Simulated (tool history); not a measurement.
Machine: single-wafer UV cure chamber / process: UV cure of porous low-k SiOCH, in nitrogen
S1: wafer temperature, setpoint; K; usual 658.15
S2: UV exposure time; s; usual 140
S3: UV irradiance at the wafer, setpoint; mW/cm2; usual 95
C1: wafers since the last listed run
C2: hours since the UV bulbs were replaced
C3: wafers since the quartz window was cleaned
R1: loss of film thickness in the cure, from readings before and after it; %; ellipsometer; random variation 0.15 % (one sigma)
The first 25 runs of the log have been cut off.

run 26 hour=1491.7 | S1=658.15 S2=140 S3=95 | C1=1294 C2=771.6 C3=2894 | R1=8.496
run 27 hour=1554.7 | S1=668.15 S2=110 S3=82 | C1=393 C2=834.6 C3=3287 | R1=7.226
run 28 hour=1611.6 | S1=664.15 S2=140 S3=95 | C1=355 C2=891.5 C3=3643 | R1=8.899
run 29 hour=1678.2 | S1=669.15 S2=85 S3=134 | C1=415 C2=958.1 C3=4059 | R1=8.007
run 30 hour=1704.9 | S1=663.15 S2=170 S3=134 | C1=166 C2=984.8 C3=4226 | R1=10.867
run 31 hour=1760.7 | S1=658.15 S2=140 S3=126 | C1=348 C2=1040.6 C3=4574 | R1=9.718
run 32 hour=1820.0 | S1=658.15 S2=140 S3=95 | C1=370 C2=1099.9 C3=4944 | R1=8.315
run 33 hour=1871.9 | S1=650.15 S2=140 S3=95 | C1=324 C2=1151.8 C3=5269 | R1=7.940
-- hour=1893.6 quartz window cleaned
run 34 hour=1935.9 | S1=678.15 S2=175 S3=63 | C1=349 C2=1215.8 C3=264 | R1=8.808

Below are 3 alternative next runs, each starting from the tool's condition after run 34. Predict each:
run A hour=1936.4 | S1=658.15 S2=140 S3=95 | C1=3 C2=1216.3 C3=267 | R1=?
run B hour=1936.4 | S1=658.15 S2=170 S3=126 | C1=3 C2=1216.3 C3=267 | R1=?
run C hour=1936.4 | S1=641.15 S2=90 S3=57 | C1=3 C2=1216.3 C3=267 | R1=?

run=A R1=9.568
run=B R1=11.770
run=C R1=5.339
What these runs would have given with no unlogged condition in the tool:
run=A R1=9.653
run=B R1=11.860
run=C R1=5.408
